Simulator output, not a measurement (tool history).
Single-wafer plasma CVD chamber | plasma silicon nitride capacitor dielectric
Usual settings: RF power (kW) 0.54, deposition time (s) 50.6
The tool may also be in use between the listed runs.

| run | hour | RF power (kW) | deposition time (s) | read-back reference wafer on the same gauge, thickness_nm | mean film thickness on the monitor wafer (nm) |
|---|---|---|---|---|---|
| 1 | 0 | 0.54 | 50.6 | 97.364 | 82.499 |
| 2 | 57.4 | 0.54 | 50.6 | 97.492 | 82.519 |
| 3 | 105.3 | 0.54 | 50.6 | 97.421 | 82.461 |
| 4 | 160.8 | 0.54 | 50.6 | 97.467 | 82.402 |
| 5 | 266.9 | 0.54 | 50.6 | 97.421 | 82.613 |
| 6 | 330.9 | 0.54 | 50.6 | 97.36 | 82.574 |
| 7 | 368.4 | 0.54 | 50.6 | 97.441 | 82.961 |
| 8 | 430.9 | 0.54 | 50.6 | 97.388 | 82.366 |
| 9 | 487 | 0.505 | 50.6 | 97.421 | 80.989 |
| 10 | 578.8 | 0.505 | 50.6 | 97.45 | 80.813 |
| 11 | 669.1 | 0.505 | 50.6 | 97.409 | 81.31 |
| 12 | 707 | 0.54 | 50.6 | 97.487 | 82.529 |
| 13 | 747.8 | 0.54 | 50.6 | 97.349 | 82.731 |
| 14 | 815.4 | 0.54 | 50.6 | 97.421 | 82.311 |
|  | 913.3 | gauge calibrated |
|  | 915.9 | showerhead replaced |
| 15 | 917.1 | 0.54 | 44.8 | 97.416 | 73.09 |
|  | 935 | RF generator calibrated |
| 16 | 1012.6 | 0.54 | 53.4 | 97.375 | 87.369 |
| 17 | 1110 | 0.625 | 60.6 | 97.392 | 102.902 |
| 18 | 1211.4 | 0.505 | 55.4 | 97.422 | 88.68 |
| 19 | 1315.3 | 0.47 | 56.4 | 97.345 | 88.425 |
| 20 | 1423.1 | 0.57 | 56.6 | 97.411 | 93.396 |
| 21 | 1491.4 | 0.595 | 45.2 | 97.341 | 76.081 |
| 22 | 1583.4 | 0.635 | 56.7 | 97.324 | 96.585 |
| 23 | 1639 | 0.45 | 58.3 | 97.375 | 90.191 |
| 24 | 1679.2 | 0.505 | 55.4 | 97.51 | 88.682 |
| 25 | 1730.4 | 0.54 | 41 | 97.425 | 66.986 |
| 26 | 1801.2 | 0.45 | 58.3 | 97.316 | 89.939 |
|  | 1825.3 | gauge calibrated |
| 27 | 1838.5 | 0.57 | 44.6 | 97.332 | 73.783 |
| 28 | 1937.9 | 0.505 | 55.4 | 97.429 | 88.345 |
| 29 | 1980.2 | 0.5 | 50.6 | 97.441 | 80.764 |
| 30 | 2039.4 | 0.62 | 50.6 | 97.359 | 85.857 |
| 31 | 2088.2 | 0.59 | 50.6 | 97.351 | 84.399 |

Forecast each of these 4 alternatives for the next run:
| A | 2088.6 | 0.54 | 50.6 | ? | ? |
| B | 2088.6 | 0.445 | 47.6 | ? | ? |
| C | 2088.6 | 0.575 | 43.1 | ? | ? |
| D | 2088.6 | 0.475 | 45.3 | ? | ? |

| run | read-back reference wafer on the same gauge, thickness_nm | mean film thickness on the monitor wafer (nm) |
|---|---|---|
| A | 97.416 | 82.305 |
| B | 97.416 | 73.344 |
| C | 97.416 | 71.359 |
| D | 97.416 | 71.08 |
Without the tool's hidden state the same runs would have given:
| run | mean film thickness on the monitor wafer (nm) |
|---|---|
| A | 82.305 |
| B | 73.344 |
| C | 71.359 |
| D | 71.08 |
